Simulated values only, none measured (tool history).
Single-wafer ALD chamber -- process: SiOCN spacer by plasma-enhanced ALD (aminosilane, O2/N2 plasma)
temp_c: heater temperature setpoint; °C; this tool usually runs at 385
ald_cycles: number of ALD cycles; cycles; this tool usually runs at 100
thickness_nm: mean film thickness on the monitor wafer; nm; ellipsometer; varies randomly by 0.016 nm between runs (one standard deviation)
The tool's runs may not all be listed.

run,day,temp_c,ald_cycles,wafers since the last listed run,hours since the last thermocouple change,hours since the gauge calibration,"read-back reference wafer on the same gauge, thickness_nm",thickness_nm
1,0,385,100,0,2021.5,46.2,5.089,6.165
2,1.35,385,100,91,2053.9,78.6,5.075,6.158
3,3.317,385,100,133,2101.1,125.8,5.067,6.146
4,4.371,385,100,71,2126.4,151.1,5.063,6.14
5,6.3,385,106,131,2172.7,197.4,5.059,6.532
6,8.396,385,106,142,2223,247.7,5.055,6.518
# day 9.596: gauge calibrated
7,11.225,385,106,192,2290.9,39.1,5.099,6.547
8,13.467,399,100,152,2344.7,92.9,5.081,6.168
9,14.604,385,82,77,2372,120.2,5.075,5.039
# day 15.075: thermocouple changed; heater temperature recalibrated
10,16.204,385,100,86,27.1,158.6,5.069,6.157
11,18.825,373,106,178,90,221.5,5.062,6.533
12,20.279,374,117,98,124.9,256.4,5.062,7.233
13,21.558,391,86,86,155.6,287.1,5.059,5.272
14,22.567,385,100,68,179.8,311.3,5.062,6.15

Forecast each of these 3 alternatives for the next run:
A,22.592,385,100,1,180.4,311.9,?,?
B,22.592,380,85,1,180.4,311.9,?,?
C,22.592,373,83,1,180.4,311.9,?,?

run,"read-back reference wafer on the same gauge, thickness_nm",thickness_nm
A,5.062,6.147
B,5.062,5.225
C,5.062,5.102
The same runs, with their run-to-run variation unchanged, on a tool lacking any hidden condition would have given:
run,thickness_nm
A,6.208
B,5.276
C,5.152
